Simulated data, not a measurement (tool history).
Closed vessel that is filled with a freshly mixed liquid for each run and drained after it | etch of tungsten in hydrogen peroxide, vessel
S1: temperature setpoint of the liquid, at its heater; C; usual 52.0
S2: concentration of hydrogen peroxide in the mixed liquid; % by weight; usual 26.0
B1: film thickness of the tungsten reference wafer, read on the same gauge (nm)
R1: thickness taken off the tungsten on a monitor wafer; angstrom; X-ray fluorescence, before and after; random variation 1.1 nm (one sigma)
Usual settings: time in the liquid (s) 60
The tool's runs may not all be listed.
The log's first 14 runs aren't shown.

{"run": 15, "hour": 212.2, "S1": 57.0, "S2": 26.0, "time in the liquid (s)": 80, "B1": 150.02, "R1": 3011.8}
{"hour": 224.0, "done": "new drum of peroxide connected"}
{"run": 16, "hour": 226.0, "S1": 59.0, "S2": 30.0, "time in the liquid (s)": 35, "B1": 149.99, "R1": 1578.2}
{"run": 17, "hour": 237.1, "S1": 52.0, "S2": 26.0, "time in the liquid (s)": 60, "B1": 150.01, "R1": 1651.8}
{"hour": 248.0, "done": "peroxide flow meter replaced"}
{"run": 18, "hour": 248.8, "S1": 52.0, "S2": 26.0, "time in the liquid (s)": 60, "B1": 150.02, "R1": 1661.6}
{"run": 19, "hour": 259.4, "S1": 57.0, "S2": 26.0, "time in the liquid (s)": 60, "B1": 150.01, "R1": 2255.0}
{"run": 20, "hour": 274.4, "S1": 49.0, "S2": 30.0, "time in the liquid (s)": 30, "B1": 150.0, "R1": 745.3}
{"run": 21, "hour": 291.9, "S1": 43.5, "S2": 30.0, "time in the liquid (s)": 35, "B1": 149.99, "R1": 617.7}
{"run": 22, "hour": 345.1, "S1": 52.0, "S2": 26.0, "time in the liquid (s)": 35, "B1": 150.02, "R1": 979.4}
{"run": 23, "hour": 363.0, "S1": 52.0, "S2": 30.0, "time in the liquid (s)": 60, "B1": 150.04, "R1": 1792.3}
{"run": 24, "hour": 372.0, "S1": 52.0, "S2": 26.0, "time in the liquid (s)": 60, "B1": 149.97, "R1": 1670.6}
{"run": 25, "hour": 386.2, "S1": 52.0, "S2": 23.0, "time in the liquid (s)": 75, "B1": 149.97, "R1": 1968.0}
{"run": 26, "hour": 396.6, "S1": 60.5, "S2": 23.0, "time in the liquid (s)": 90, "B1": 149.97, "R1": 3836.9}
{"run": 27, "hour": 408.2, "S1": 52.0, "S2": 30.0, "time in the liquid (s)": 35, "B1": 150.02, "R1": 1028.9}
{"run": 28, "hour": 422.9, "S1": 52.0, "S2": 18.5, "time in the liquid (s)": 60, "B1": 150.02, "R1": 1423.3}
{"run": 29, "hour": 438.0, "S1": 52.0, "S2": 26.0, "time in the liquid (s)": 60, "B1": 150.04, "R1": 1671.2}
{"run": 30, "hour": 454.3, "S1": 52.0, "S2": 26.0, "time in the liquid (s)": 60, "B1": 150.0, "R1": 1668.2}

Forecast each of these 4 alternatives for the next run:
{"run": "A", "hour": 455.0, "S1": 48.0, "S2": 26.0, "time in the liquid (s)": 60, "B1": "?", "R1": "?"}
{"run": "B", "hour": 455.0, "S1": 52.0, "S2": 18.5, "time in the liquid (s)": 70, "B1": "?", "R1": "?"}
{"run": "C", "hour": 455.0, "S1": 55.0, "S2": 30.0, "time in the liquid (s)": 50, "B1": "?", "R1": "?"}
{"run": "D", "hour": 455.0, "S1": 46.5, "S2": 30.0, "time in the liquid (s)": 90, "B1": "?", "R1": "?"}

run=A B1=149.98 R1=1309.6
run=B B1=149.98 R1=1645.7
run=C B1=149.98 R1=1791.2
run=D B1=149.98 R1=1922.2
Without the tool's hidden state the same runs would have given:
run=A R1=1309.6
run=B R1=1645.7
run=C R1=1791.2
run=D R1=1922.2
